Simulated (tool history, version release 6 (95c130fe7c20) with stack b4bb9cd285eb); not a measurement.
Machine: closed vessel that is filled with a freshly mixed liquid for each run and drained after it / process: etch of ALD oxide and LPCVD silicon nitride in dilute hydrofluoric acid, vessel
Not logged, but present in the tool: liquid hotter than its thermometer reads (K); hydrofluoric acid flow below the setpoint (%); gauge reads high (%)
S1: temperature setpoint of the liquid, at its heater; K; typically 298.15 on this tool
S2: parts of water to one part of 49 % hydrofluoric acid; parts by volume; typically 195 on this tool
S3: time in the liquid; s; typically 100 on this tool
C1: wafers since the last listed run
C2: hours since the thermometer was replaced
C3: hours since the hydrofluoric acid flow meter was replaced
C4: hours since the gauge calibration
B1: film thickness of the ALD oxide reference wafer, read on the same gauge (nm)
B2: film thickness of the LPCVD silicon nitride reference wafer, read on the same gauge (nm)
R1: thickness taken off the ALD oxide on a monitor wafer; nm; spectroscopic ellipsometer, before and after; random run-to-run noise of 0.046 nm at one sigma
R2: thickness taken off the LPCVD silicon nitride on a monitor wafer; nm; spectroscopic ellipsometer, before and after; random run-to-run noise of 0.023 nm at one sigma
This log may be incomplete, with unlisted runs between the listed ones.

run     day      S1   S2   S3    C1      C2     C3      C4     B1      B2     R1     R2
  1       0  298.15  195  100     0   321.2    642   392.3  50.01  59.999   7.98   0.29
  2   2.708  298.15  195  100  4030   386.2    707   457.3  49.99  59.986   7.96   0.28
  3   4.633  298.15  195  100  2864   432.4  753.2   503.5     50  59.981   7.99  0.281
      7.271  -- hydrofluoric acid flow meter replaced
  4   7.662  298.15  195  100  4445   505.1    9.4   576.2  49.97  60.005   7.98  0.357
  5   9.462  298.15  155   65  2678   548.3   52.6   619.4  49.98   60.01   6.92  0.283
  6  10.992  298.15  155   65  2275     585   89.3   656.1     50  59.957   6.86  0.313
  7  14.879  298.15  195  125  5785   678.3  182.6   749.4  49.99   60.02  10.08  0.406
  8  17.412  298.15  195  125  3769   739.1  243.4   810.2  49.99   59.98  10.17   0.44
  9  19.175  298.15  195  100  2622   781.4  285.7   852.5  50.02  60.043   8.17   0.34
 10  21.683  294.15  290  140  3732   841.6  345.9   912.7  49.99  59.997   6.01  0.276
 11  24.596  298.15  195  100  4334   911.5  415.8   982.6  50.01  59.984   8.04   0.36
 12  27.296  298.15  100  130  4017   976.3  480.6  1047.4  50.01  59.964  22.94  0.939
 13  28.942  298.15  280  100  2449  1015.8  520.1  1086.9  50.01  60.002   5.23  0.213
 14  32.588  295.65  225  125  5425  1103.3  607.6  1174.4  49.98  60.007   7.89  0.343
     33.192  -- gauge calibrated
 15  35.933  301.65  195  100  4979  1183.6  687.9    65.8     50  59.997   9.21  0.401
     38.308  -- thermometer replaced
     40.262  -- hydrofluoric acid flow meter replaced
 16  40.392  298.15  195  140  6510      50    3.1   172.8     50  59.995  11.03  0.507
 17   43.85  300.15  145  160  5146     133   86.1   255.8  50.01   60.02  19.54  0.819

Expected results for the next run?
 18  53.917  298.15  195  100  14980  374.6  327.7  497.4   ?   ?   ?   ?

Run 18 produced B1 49.99, B2 59.979, R1 7.96 nm, R2 0.352 nm.
Minus the tool's unlogged condition, the same run would have read R1 7.84 nm, R2 0.343 nm.
